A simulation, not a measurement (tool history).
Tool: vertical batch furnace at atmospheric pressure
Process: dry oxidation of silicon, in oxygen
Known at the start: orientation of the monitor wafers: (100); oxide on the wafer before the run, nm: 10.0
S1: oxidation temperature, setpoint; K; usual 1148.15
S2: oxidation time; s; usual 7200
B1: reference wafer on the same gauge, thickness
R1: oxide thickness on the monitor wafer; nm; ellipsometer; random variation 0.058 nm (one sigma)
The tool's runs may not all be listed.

run	hour	S1	S2	B1	R1
1	0	1148.15	7200	24.69	28.41
2	86.2	1148.15	7200	24.7	28.43
3	135.7	1148.15	7200	24.7	28.28
4	210.1	1148.15	7200	24.7	28.33
5	254	1148.15	7200	24.71	28.27
6	324.1	1148.15	9210	24.7	32.4
7	364	1148.15	9780	24.69	33.48
8	419.9	1148.15	9780	24.68	33.45
# hour 494.8: boat lift adjusted
9	495.3	1148.15	9240	24.71	32.51
10	545.1	1133.15	7200	24.7	25.17
# hour 568.1: gauge calibrated
# hour 584.6: thermocouples replaced and temperature profile calibrated
11	650.7	1148.15	9240	24.72	31.14
12	718.5	1132.15	4710	24.71	19.96
13	798.4	1130.15	10590	24.7	28.76
14	890.5	1164.15	4140	24.72	23.61
15	989.4	1148.15	8490	24.7	30.13
16	1049.2	1166.15	7200	24.69	32.17

5 ways to go on from here, each from the tool as it stands after run 16. What would each give?
A	1054.3	1148.15	8310	?	?
B	1054.3	1148.15	8790	?	?
C	1054.3	1158.15	7200	?	?
D	1054.3	1157.15	8730	?	?
E	1054.3	1136.15	9210	?	?

run	B1	R1
A	24.69	29.7
B	24.69	30.62
C	24.69	29.96
D	24.69	33.04
E	24.69	28.29
Without the tool's hidden state the same runs would have given:
run	R1
A	29.21
B	30.1
C	29.46
D	32.46
E	27.82
